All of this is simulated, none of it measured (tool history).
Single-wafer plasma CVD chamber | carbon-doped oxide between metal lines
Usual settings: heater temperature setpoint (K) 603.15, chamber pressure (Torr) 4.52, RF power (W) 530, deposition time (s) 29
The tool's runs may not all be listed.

run,hour,heater temperature setpoint (K),chamber pressure (Torr),RF power (W),deposition time (s),"read-back reference wafer on the same gauge, thickness_nm",mean film thickness on the monitor wafer (nm)
1,0,603.15,4.52,575,24.9,120.644,128.772
# hour 24.7: gauge calibrated
2,53.5,603.15,4.52,530,29,124.301,146.525
3,86.7,603.15,4.52,530,29,123.817,146.858
4,156.8,603.15,4.52,530,29,123.237,145.82
5,213.6,603.15,5.18,530,33.1,122.712,168.781
6,239.7,603.15,5.18,530,33.1,122.462,167.691
# hour 261.5: capacitance manometer re-zeroed and calibrated
7,301.9,603.15,4.52,530,25.8,122.043,128.439
8,337.8,603.15,4.52,530,29,122.039,145.178
9,362,603.15,4.52,530,27.7,121.766,136.983
10,429.9,603.15,4.52,495,29,121.413,138.377
11,463.9,615.15,4.52,530,26.4,121.314,123.861
12,499.7,603.15,4.52,570,26.8,121.142,136.665
13,560.4,595.15,4.06,530,27.4,121.027,138.397
# hour 582: RF generator calibrated
# hour 586: showerhead replaced
14,623.2,603.15,3.51,530,29,120.882,139.231
15,661.4,603.15,4.52,530,29,120.833,143.18
# hour 685: thermocouple changed; heater temperature recalibrated
16,716.8,603.15,4.52,530,30.8,120.736,150.729
17,759.8,603.15,4.52,530,29,120.736,142.424
18,826,603.15,4.52,530,29,120.625,142.15
19,882.2,592.15,5.05,530,30.5,120.713,159.652
# hour 915.5: gauge calibrated
20,927.2,603.15,3.96,530,27,125.257,135.935
21,997.3,603.15,4.52,530,29,124.524,145.765
22,1066.8,603.15,4.52,530,29,123.903,147.935
23,1136.1,611.15,4.52,530,29,123.16,142.088
24,1169.4,603.15,4.52,530,27.2,123.276,138.538
25,1193.6,594.15,4.52,595,29,123.065,160.575
26,1234.7,603.15,4.52,530,29,122.746,146.035
27,1263.9,592.15,5.57,530,26.8,122.53,143.546

Measured less the same run without the tool's hidden state. The same run-to-run variation is in both; the gauge's scatter may not be:
The hidden state here: wafer temperature above the value expected at the setpoint (K); delivered RF power above the setpoint (%); true pressure above the setpoint (%); gauge reads high (%).
run,mean film thickness on the monitor wafer (nm)
1,-4.654
2,-0.833
3,-1.314
4,-2.167
5,-3.18
6,-3.429
7,-3.06
8,-3.704
9,-3.636
10,-4.023
11,-3.736
12,-4.262
13,-4.525
14,-4.731
15,-4.962
16,-5.351
17,-5.136
18,-5.231
19,-5.957
20,+0.415
21,-0.54
22,-1.356
23,-1.934
24,-2.138
25,-2.674
26,-2.706
27,-2.832

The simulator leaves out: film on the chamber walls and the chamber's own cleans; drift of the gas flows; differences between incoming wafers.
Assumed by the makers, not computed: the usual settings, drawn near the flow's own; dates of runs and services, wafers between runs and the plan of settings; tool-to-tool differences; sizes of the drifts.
